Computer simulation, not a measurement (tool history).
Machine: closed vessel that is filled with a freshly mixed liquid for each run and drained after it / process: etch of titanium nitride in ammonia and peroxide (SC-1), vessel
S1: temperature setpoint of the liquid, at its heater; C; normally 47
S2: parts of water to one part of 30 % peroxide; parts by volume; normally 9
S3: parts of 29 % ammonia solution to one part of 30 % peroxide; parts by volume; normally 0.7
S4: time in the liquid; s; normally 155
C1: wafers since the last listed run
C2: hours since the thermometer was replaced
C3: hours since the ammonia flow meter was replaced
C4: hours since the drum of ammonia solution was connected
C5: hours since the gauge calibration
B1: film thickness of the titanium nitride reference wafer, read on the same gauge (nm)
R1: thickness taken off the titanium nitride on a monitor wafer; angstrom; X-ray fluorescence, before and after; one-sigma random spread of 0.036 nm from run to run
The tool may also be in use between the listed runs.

Run 1, hour 0: usual settings but S3 0.9 parts by volume, S4 195 s; C1 0; C2 1824.9; C3 1154.2; C4 952.2; C5 641.2; B1 49.99. Result: R1 108.8 angstrom.
At hour 31.3: new drum of ammonia solution connected.
Run 2, hour 40.2: usual settings but S3 0.9 parts by volume, S4 195 s; C1 2971; C2 1865.1; C3 1194.4; C4 8.9; C5 681.4; B1 49.98. Result: R1 111 angstrom.
Run 3, hour 96.6: usual settings but S2 11 parts by volume, S3 0.6 parts by volume; C1 4274; C2 1921.5; C3 1250.8; C4 65.3; C5 737.8; B1 50.01. Result: R1 74.3 angstrom.
Run 4, hour 144.9: usual settings but S2 11 parts by volume, S3 0.6 parts by volume; C1 3660; C2 1969.8; C3 1299.1; C4 113.6; C5 786.1; B1 50. Result: R1 73.6 angstrom.
Run 5, hour 176.1: usual settings; C1 2364; C2 2001; C3 1330.3; C4 144.8; C5 817.3; B1 50.03. Result: R1 84 angstrom.
Run 6, hour 220.6: usual settings; C1 3372; C2 2045.5; C3 1374.8; C4 189.3; C5 861.8; B1 50.02. Result: R1 84.4 angstrom.
At hour 225.4: gauge calibrated.
Run 7, hour 255.1: usual settings; C1 2614; C2 2080; C3 1409.3; C4 223.8; C5 29.7; B1 49.99. Result: R1 84.4 angstrom.
Run 8, hour 308: usual settings; C1 4009; C2 2132.9; C3 1462.2; C4 276.7; C5 82.6; B1 49.99. Result: R1 83.5 angstrom.
Run 9, hour 358.6: usual settings but S1 50 C, S4 210 s; C1 3835; C2 2183.5; C3 1512.8; C4 327.3; C5 133.2; B1 49.99. Result: R1 139.7 angstrom.
Run 10, hour 383.1: usual settings but S1 50 C, S4 210 s; C1 1856; C2 2208; C3 1537.3; C4 351.8; C5 157.7; B1 49.98. Result: R1 139.2 angstrom.
At hour 419.3: ammonia flow meter replaced.
Run 11, hour 447.2: usual settings but S1 50 C, S4 210 s; C1 4782; C2 2272.1; C3 27.9; C4 415.9; C5 221.8; B1 50. Result: R1 138.6 angstrom.
Run 12, hour 656.3: usual settings but S2 11 parts by volume; C1 15848; C2 2481.2; C3 237; C4 625; C5 430.9; B1 50. Result: R1 75.2 angstrom.
Run 13, hour 707.7: usual settings; C1 3895; C2 2532.6; C3 288.4; C4 676.4; C5 482.3; B1 50. Result: R1 83.1 angstrom.
At hour 709.3: thermometer replaced.
Run 14, hour 763.8: usual settings but S1 50 C, S4 210 s; C1 4176; C2 54.5; C3 344.5; C4 732.5; C5 538.4; B1 50.01. Result: R1 141 angstrom.
Run 15, hour 803.2: usual settings; C1 2986; C2 93.9; C3 383.9; C4 771.9; C5 577.8; B1 49.98. Result: R1 84.8 angstrom.
Run 16, hour 833.5: usual settings but S2 13.5 parts by volume, S4 85 s; C1 2296; C2 124.2; C3 414.2; C4 802.2; C5 608.1; B1 49.99. Result: R1 37.8 angstrom.
Run 17, hour 880.2: usual settings but S1 43.5 C; C1 3539; C2 170.9; C3 460.9; C4 848.9; C5 654.8; B1 50.02. Result: R1 65.5 angstrom.
Run 18, hour 937.6: usual settings but S4 125 s; C1 4350; C2 228.3; C3 518.3; C4 906.3; C5 712.2; B1 50.02. Result: R1 67.7 angstrom.
At hour 980.1: gauge calibrated.
Run 19, hour 987.4: usual settings; C1 3774; C2 278.1; C3 568.1; C4 956.1; C5 7.3; B1 50.01. Result: R1 84.1 angstrom.
At hour 1006.8: new drum of ammonia solution connected.
Run 20, hour 1035.2: usual settings but S1 54 C, S2 13 parts by volume; C1 3547; C2 325.9; C3 615.9; C4 28.4; C5 55.1; B1 49.99. Result: R1 116.2 angstrom.
Run 21, hour 1106.2: usual settings but S4 210 s; C1 5381; C2 396.9; C3 686.9; C4 99.4; C5 126.1; B1 49.99. Result: R1 116.7 angstrom.
Run 22, hour 1166.4: usual settings but S2 13 parts by volume, S3 0.55 parts by volume; C1 4562; C2 457.1; C3 747.1; C4 159.6; C5 186.3; B1 50.01. Result: R1 67.8 angstrom.
Run 23, hour 1263.2: usual settings but S1 44 C, S3 1.05 parts by volume, S4 120 s; C1 7336; C2 553.9; C3 843.9; C4 256.4; C5 283.1; B1 50. Result: R1 57 angstrom.
Run 24, hour 1289: usual settings but S1 55 C, S2 7.5 parts by volume, S3 0.35 parts by volume, S4 245 s; C1 1955; C2 579.7; C3 869.7; C4 282.2; C5 308.9; B1 50.01. Result: R1 230.3 angstrom.
Run 25, hour 1329.4: usual settings but S4 115 s; C1 3062; C2 620.1; C3 910.1; C4 322.6; C5 349.3; B1 49.99. Result: R1 63.6 angstrom.
Run 26, hour 1376.9: usual settings; C1 3600; C2 667.6; C3 957.6; C4 370.1; C5 396.8; B1 49.99. Result: R1 85.1 angstrom.
Run 27, hour 1443.5: usual settings but S2 13.5 parts by volume, S3 1 parts by volume, S4 85 s; C1 5047; C2 734.2; C3 1024.2; C4 436.7; C5 463.4; B1 50. Result: R1 39.8 angstrom.

Here are 4 independent what-if runs from the current tool condition. What would each one return?
Run A, hour 1444.2: usual settings; C1 53; C2 734.9; C3 1024.9; C4 437.4; C5 464.1; B1 ?. Result: R1 ?.
Run B, hour 1444.2: usual settings but S3 0.6 parts by volume, S4 105 s; C1 53; C2 734.9; C3 1024.9; C4 437.4; C5 464.1; B1 ?. Result: R1 ?.
Run C, hour 1444.2: usual settings but S3 0.55 parts by volume, S4 215 s; C1 53; C2 734.9; C3 1024.9; C4 437.4; C5 464.1; B1 ?. Result: R1 ?.
Run D, hour 1444.2: usual settings but S3 0.95 parts by volume; C1 53; C2 734.9; C3 1024.9; C4 437.4; C5 464.1; B1 ?. Result: R1 ?.

run     B1     R1
  A  49.96   85.4
  B  49.96   56.4
  C  49.96  113.8
  D  49.96   89.6
Without the tool's hidden state the same runs would have given:
run     R1
  A   87.2
  B   57.6
  C  116.3
  D   91.5

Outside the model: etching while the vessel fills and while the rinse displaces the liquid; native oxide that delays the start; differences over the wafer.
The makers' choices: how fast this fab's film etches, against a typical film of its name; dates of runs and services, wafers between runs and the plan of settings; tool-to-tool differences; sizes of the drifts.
